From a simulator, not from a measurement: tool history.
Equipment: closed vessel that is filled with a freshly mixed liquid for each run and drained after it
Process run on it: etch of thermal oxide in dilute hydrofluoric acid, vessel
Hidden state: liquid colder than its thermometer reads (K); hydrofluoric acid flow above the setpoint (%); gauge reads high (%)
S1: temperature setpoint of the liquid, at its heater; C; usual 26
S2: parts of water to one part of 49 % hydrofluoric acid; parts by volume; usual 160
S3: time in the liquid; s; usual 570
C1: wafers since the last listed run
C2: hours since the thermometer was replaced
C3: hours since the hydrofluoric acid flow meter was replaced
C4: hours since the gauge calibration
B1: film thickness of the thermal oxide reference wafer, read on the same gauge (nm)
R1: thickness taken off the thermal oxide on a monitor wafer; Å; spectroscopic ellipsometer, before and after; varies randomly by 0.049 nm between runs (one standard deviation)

run,day,S1,S2,S3,C1,C2,C3,C4,B1,R1
1,0,26,160,570,0,447.8,1798.7,138.2,89.97,151.8
2,0.683,26,160,570,1464,464.2,1815.1,154.6,89.99,151.8
3,1.162,26,160,570,1027,475.7,1826.6,166.1,90,152.2
4,1.654,26,160,570,1053,487.5,1838.4,177.9,90,151.5
5,1.942,26,160,425,616,494.4,1845.3,184.8,90.01,112.7
6,2.35,26,160,570,875,504.2,1855.1,194.6,90,152.2
7,2.779,26,160,570,919,514.5,1865.4,204.9,90.01,151.4
8,3.392,26,160,570,1312,529.2,1880.1,219.6,90.02,151.2
9,3.979,29.5,160,570,1259,543.3,1894.2,233.7,90.03,173.1
10,4.667,29.5,160,570,1473,559.8,1910.7,250.2,90.02,172.2
11,4.921,26,135,280,544,565.9,1916.8,256.3,90.04,91
# day 5.329: gauge calibrated
12,5.592,26,95,460,1437,582,1932.9,6.3,89.98,223.9
13,5.912,30,160,660,687,589.7,1940.6,14,90.02,204.1
14,6.358,21.5,200,570,955,600.4,1951.3,24.7,90.04,97.8
15,7.021,22.5,95,885,1420,616.3,1967.2,40.6,89.98,372.4
# day 7.333: hydrofluoric acid flow meter replaced
# day 7.675: thermometer replaced
16,8.138,26,185,570,2214,11.1,19.3,67.4,90.01,127.4
17,8.775,26,160,910,1366,26.4,34.6,82.7,90.03,240.9
18,9.246,26,160,570,1009,37.7,45.9,94,90.02,152.5
19,9.992,26,200,570,1598,55.6,63.8,111.9,90.02,115.9
20,10.342,27.5,130,720,750,64,72.2,120.3,90.03,257.9
21,10.925,26,160,570,1250,78,86.2,134.3,89.98,151.7

Hidden condition of the tool, last listed run before each entry between runs versus first listed run after:
Between runs 11 and 12: gauge calibrated (day 5.329)
  the hidden state is the same at both runs
Between runs 15 and 16: hydrofluoric acid flow meter replaced (day 7.333); thermometer replaced (day 7.675)
  the hidden state is the same at both runs
